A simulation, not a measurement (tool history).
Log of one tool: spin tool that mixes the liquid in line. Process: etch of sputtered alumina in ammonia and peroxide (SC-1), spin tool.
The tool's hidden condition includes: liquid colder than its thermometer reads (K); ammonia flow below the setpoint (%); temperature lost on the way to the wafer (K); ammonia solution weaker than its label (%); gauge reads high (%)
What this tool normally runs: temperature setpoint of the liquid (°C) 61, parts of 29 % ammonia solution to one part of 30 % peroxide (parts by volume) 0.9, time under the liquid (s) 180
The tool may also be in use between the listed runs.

| run | hour | temperature setpoint of the liquid (°C) | parts of 29 % ammonia solution to one part of 30 % peroxide (parts by volume) | time under the liquid (s) | wafers since the last listed run | hours since the thermometer was replaced | hours since the ammonia flow meter was replaced | hours since the heated supply line was repaired | hours since the drum of ammonia solution was connected | hours since the gauge calibration | read-back film thickness of the sputtered alumina reference wafer, read on the same gauge (nm) | thickness taken off the sputtered alumina on a monitor wafer (nm) |
|---|---|---|---|---|---|---|---|---|---|---|---|---|
| 1 | 0 | 67 | 0.9 | 210 | 0 | 1700.5 | 2014.8 | 549.1 | 192.3 | 795.4 | 137.12 | 29.27 |
| 2 | 70.3 | 67 | 0.9 | 210 | 520 | 1770.8 | 2085.1 | 619.4 | 262.6 | 865.7 | 136.52 | 29.57 |
| 3 | 176.7 | 67 | 0.9 | 210 | 787 | 1877.2 | 2191.5 | 725.8 | 369 | 972.1 | 135.57 | 29.28 |
| 4 | 273.7 | 61 | 1.2 | 180 | 717 | 1974.2 | 2288.5 | 822.8 | 466 | 1069.1 | 134.53 | 18.53 |
|  | 370 | gauge calibrated |
| 5 | 371.4 | 61 | 0.9 | 105 | 722 | 2071.9 | 2386.2 | 920.5 | 563.7 | 1.4 | 139.38 | 11.17 |
|  | 384.2 | heated supply line repaired |
| 6 | 439.7 | 61 | 0.9 | 105 | 497 | 2140.2 | 2454.5 | 55.5 | 632 | 69.7 | 139.39 | 11.27 |
|  | 462.3 | new drum of ammonia solution connected |
|  | 519.9 | ammonia flow meter replaced |
| 7 | 539.4 | 67.5 | 1.2 | 180 | 722 | 2239.9 | 19.5 | 155.2 | 77.1 | 169.4 | 139.3 | 26.82 |
| 8 | 647.2 | 67.5 | 1.2 | 180 | 797 | 2347.7 | 127.3 | 263 | 184.9 | 277.2 | 139.01 | 26.93 |
| 9 | 725.3 | 61 | 0.9 | 180 | 577 | 2425.8 | 205.4 | 341.1 | 263 | 355.3 | 138.74 | 19.21 |
|  | 730.1 | thermometer replaced |
| 10 | 780.5 | 52.5 | 0.9 | 180 | 400 | 50.4 | 260.6 | 396.3 | 318.2 | 410.5 | 138.53 | 12.17 |

What does the tool deliver on the next run?
| 11 | 864.8 | 69 | 1.1 | 260 | 623 | 134.7 | 344.9 | 480.6 | 402.5 | 494.8 | ? | ? |

Run 11 yielded read-back film thickness of the sputtered alumina reference wafer, read on the same gauge (nm) 138.13, thickness taken off the sputtered alumina on a monitor wafer (nm) 41.46.
Take away the tool's hidden state, keep the run-to-run variation as it was, and the same run would have given thickness taken off the sputtered alumina on a monitor wafer (nm) 42.01.
